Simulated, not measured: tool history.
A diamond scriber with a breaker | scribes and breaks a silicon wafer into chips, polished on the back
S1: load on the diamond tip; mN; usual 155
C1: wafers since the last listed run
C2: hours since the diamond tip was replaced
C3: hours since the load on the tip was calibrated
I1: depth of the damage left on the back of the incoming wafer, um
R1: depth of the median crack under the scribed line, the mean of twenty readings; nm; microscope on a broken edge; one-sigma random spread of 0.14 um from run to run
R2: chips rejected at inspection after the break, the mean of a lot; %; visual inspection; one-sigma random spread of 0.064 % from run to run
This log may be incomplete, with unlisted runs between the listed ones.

| run | hour | S1 | C1 | C2 | C3 | I1 | R1 | R2 |
|---|---|---|---|---|---|---|---|---|
| 1 | 0.0 | 166 | 0 | 232.5 | 642.6 | 0.03 | 12530 | 2.36 |
|  | 15.0 | diamond tip replaced by a new one |
| 2 | 59.7 | 166 | 233 | 44.7 | 702.3 | 0.05 | 12540 | 2.64 |
| 3 | 104.3 | 155 | 180 | 89.3 | 746.9 | 0.05 | 11980 | 4.88 |
| 4 | 159.4 | 155 | 222 | 144.4 | 802.0 | 0.03 | 12130 | 4.92 |
| 5 | 191.2 | 155 | 128 | 176.2 | 833.8 | 0.03 | 11850 | 5.35 |
| 6 | 257.5 | 126 | 268 | 242.5 | 900.1 | 0.01 | 10430 | 20.94 |
|  | 275.0 | diamond tip replaced by a new one |
| 7 | 314.2 | 126 | 221 | 39.2 | 956.8 | 0.04 | 10440 | 21.11 |
| 8 | 358.8 | 155 | 180 | 83.8 | 1001.4 | 0.03 | 11900 | 5.67 |
| 9 | 395.3 | 155 | 147 | 120.3 | 1037.9 | 0.03 | 11780 | 6.14 |
| 10 | 465.6 | 155 | 284 | 190.6 | 1108.2 | 0.04 | 11830 | 6.16 |
| 11 | 504.7 | 155 | 158 | 229.7 | 1147.3 | 0.05 | 11750 | 6.16 |
|  | 542.6 | diamond tip replaced by a new one |
| 12 | 575.1 | 155 | 276 | 32.5 | 1217.7 | 0.03 | 11730 | 6.55 |
| 13 | 607.2 | 194 | 129 | 64.6 | 1249.8 | 0.01 | 13640 | 1.96 |
| 14 | 643.4 | 138 | 146 | 100.8 | 1286.0 | 0.04 | 10930 | 13.56 |
| 15 | 684.3 | 122 | 165 | 141.7 | 1326.9 | 0.04 | 9860 | 25.40 |
|  | 696.2 | load on the tip recalibrated |
|  | 775.2 | diamond tip replaced by a new one |
| 16 | 820.3 | 189 | 534 | 45.1 | 124.1 | 0.02 | 14310 | 5.01 |
| 17 | 879.2 | 169 | 238 | 104.0 | 183.0 | 0.02 | 13440 | 1.73 |
| 18 | 934.2 | 136 | 222 | 159.0 | 238.0 | 0.01 | 11440 | 8.66 |
| 19 | 970.4 | 110 | 146 | 195.2 | 274.2 | 0.04 | 9840 | 25.46 |
| 20 | 1006.5 | 117 | 146 | 231.3 | 310.3 | 0.04 | 10080 | 22.37 |
|  | 1012.6 | diamond tip replaced by a new one |
| 21 | 1051.1 | 135 | 172 | 38.5 | 354.9 | 0.05 | 11420 | 10.13 |
| 22 | 1111.3 | 155 | 243 | 98.7 | 415.1 | 0.03 | 12330 | 3.65 |
| 23 | 1141.1 | 190 | 120 | 128.5 | 444.9 | 0.05 | 14220 | 2.52 |
| 24 | 1169.8 | 155 | 116 | 157.2 | 473.6 | 0.03 | 12160 | 3.89 |

Branching from run 24: 5 alternative next runs. What would each branch give?
| A | 1170.4 | 200 | 2 | 157.8 | 474.2 | 0.03 | ? | ? |
| B | 1170.4 | 170 | 2 | 157.8 | 474.2 | 0.03 | ? | ? |
| C | 1170.4 | 197 | 2 | 157.8 | 474.2 | 0.03 | ? | ? |
| D | 1170.4 | 121 | 2 | 157.8 | 474.2 | 0.03 | ? | ? |
| E | 1170.4 | 178 | 2 | 157.8 | 474.2 | 0.03 | ? | ? |

| run | R1 | R2 |
|---|---|---|
| A | 14480 | 4.13 |
| B | 12990 | 1.72 |
| C | 14340 | 3.57 |
| D | 10340 | 20.74 |
| E | 13400 | 1.59 |
Stripped of hidden state, with their random variation kept, the same runs would have yielded:
| run | R1 | R2 |
|---|---|---|
| A | 15750 | 11.08 |
| B | 14130 | 2.87 |
| C | 15590 | 10.04 |
| D | 11250 | 10.59 |
| E | 14570 | 4.48 |
